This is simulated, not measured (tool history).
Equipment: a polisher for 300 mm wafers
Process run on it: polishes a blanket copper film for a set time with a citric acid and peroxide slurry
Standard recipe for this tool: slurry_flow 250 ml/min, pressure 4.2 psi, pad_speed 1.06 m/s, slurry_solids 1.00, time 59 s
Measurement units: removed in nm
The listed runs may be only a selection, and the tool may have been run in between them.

run     day  slurry_flow  pressure  pad_speed  slurry_solids  time  incoming thickness of the incoming film, nm  removed
  1   0.000          250       4.2       1.06           1.00    59                                        841.1    171.3
      2.292  -- slurry nozzle cleaned
  2   4.117          250       4.2       1.06           1.00    59                                        853.7    177.2
      7.188  -- worn pad replaced by a new one
  3   8.246          250       4.2       1.06           1.00    59                                        871.0    168.7
      9.979  -- slurry blender recalibrated
  4  11.529          250       4.2       1.06           1.00    59                                        870.2    178.3
  5  15.221          250       4.2       1.06           1.00    59                                        868.6    174.7
     16.704  -- worn pad replaced by a new one
  6  19.583          250       4.2       1.06           1.00    59                                        869.6    166.0
  7  22.933          250       4.2       1.06           1.00    59                                        868.9    163.2
     24.100  -- slurry blender recalibrated
  8  25.188          250       4.2       1.06           1.00    59                                        849.3    173.2
     26.046  -- worn pad replaced by a new one
  9  27.096          250       4.2       1.44           1.00    71                                        847.3    280.8
 10  28.858          295       3.5       1.06           1.25    59                                        867.3    155.7
     29.362  -- slurry nozzle cleaned
 11  31.188          250       4.2       1.18           1.00    42                                        860.1    141.9
     33.625  -- head pressure recalibrated
     33.929  -- worn pad replaced by a new one
 12  35.654          250       4.2       1.06           1.00    47                                        872.9    135.3
     36.029  -- slurry blender recalibrated
 13  39.546          250       4.2       1.34           1.00    71                                        854.8    270.0
 14  41.075          250       4.9       0.92           0.75    59                                        860.8    167.9
     41.988  -- worn pad replaced by a new one
 15  45.079          290       4.2       1.06           1.00    59                                        870.4    175.0

The same runs without the tool's hidden state, with the same run-to-run variation:
Hidden state present: removal rate lost through wear of the pad, %; slurry flow missing at the pad, %; deviation of the head's pressure from its setpoint, %; abrasive missing from the slurry, %.
run  removed
  1    180.3
  2    182.7
  3    180.9
  4    181.5
  5    180.4
  6    177.2
  7    181.3
  8    180.7
  9    294.9
 10    164.1
 11    145.9
 12    145.0
 13    276.3
 14    173.0
 15    185.2
